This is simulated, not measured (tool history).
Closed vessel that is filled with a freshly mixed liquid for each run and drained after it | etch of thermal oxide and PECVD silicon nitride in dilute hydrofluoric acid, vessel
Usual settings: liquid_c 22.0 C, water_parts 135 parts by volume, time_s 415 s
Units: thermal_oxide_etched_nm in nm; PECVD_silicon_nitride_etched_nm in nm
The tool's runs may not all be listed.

run,hour,liquid_c,water_parts,time_s,"read-back film thickness of the thermal oxide reference wafer, read on the same gauge (nm)","read-back film thickness of the PECVD silicon nitride reference wafer, read on the same gauge (nm)",thermal_oxide_etched_nm,PECVD_silicon_nitride_etched_nm
1,0.0,22.0,135,415,110.01,50.01,12.48,7.79
2,102.5,22.0,135,415,109.97,50.04,12.48,7.80
# hour 126.4: gauge calibrated
3,160.0,22.0,135,415,110.01,50.03,12.54,7.79
4,196.3,22.0,135,415,109.99,50.00,12.53,7.83
5,260.7,22.0,135,415,109.99,49.97,12.62,7.80
6,325.4,22.0,135,415,110.00,49.97,12.54,7.77
7,398.1,22.0,135,415,109.97,50.05,12.66,7.96
8,495.9,25.5,135,415,110.01,50.02,14.47,9.72
9,585.8,22.0,135,415,110.01,49.99,12.73,7.93
# hour 657.4: thermometer replaced
10,689.7,20.0,135,415,109.99,49.98,11.63,6.87
11,765.3,18.0,70,540,109.99,49.98,28.89,14.95
12,839.5,22.0,110,565,110.03,50.01,21.83,13.04
13,884.5,17.5,200,415,109.96,49.97,6.71,3.99
14,933.5,22.0,135,415,109.99,50.00,12.74,7.92
15,1023.9,22.0,135,415,110.01,50.00,12.65,7.89
16,1090.0,18.5,160,310,109.99,49.99,6.85,3.99
# hour 1210.1: hydrofluoric acid flow meter replaced
# hour 1221.7: thermometer replaced
17,1290.7,22.0,135,510,110.02,49.99,15.16,9.58
18,1362.5,22.0,135,415,109.95,50.02,12.31,7.76
19,1465.0,20.5,135,415,110.04,49.99,11.64,7.05
20,1507.8,17.5,190,415,110.05,50.01,6.99,4.12
21,1606.0,22.0,135,415,110.00,49.97,12.52,7.73
22,1702.4,24.5,135,340,109.98,50.00,11.25,7.45
23,1750.0,22.0,135,415,110.04,49.99,12.42,7.72
24,1818.4,22.0,95,295,110.03,50.01,13.21,7.82
25,1869.0,22.0,185,415,110.05,49.96,8.56,5.76
# hour 1928.4: thermometer replaced
26,1951.9,19.5,135,415,110.03,50.00,11.35,6.57

3 ways to go on from here, each from the tool as it stands after run 26. What would each give?
A,1952.7,22.0,135,575,?,?,?,?
B,1952.7,25.5,155,220,?,?,?,?
C,1952.7,22.0,105,415,?,?,?,?

run,"read-back film thickness of the thermal oxide reference wafer, read on the same gauge (nm)","read-back film thickness of the PECVD silicon nitride reference wafer, read on the same gauge (nm)",thermal_oxide_etched_nm,PECVD_silicon_nitride_etched_nm
A,109.95,49.98,17.30,10.80
B,109.95,49.98,6.45,4.52
C,109.95,49.98,16.61,9.98
Without the tool's hidden state the same runs would have given:
run,thermal_oxide_etched_nm,PECVD_silicon_nitride_etched_nm
A,17.06,10.68
B,6.36,4.47
C,16.38,9.86
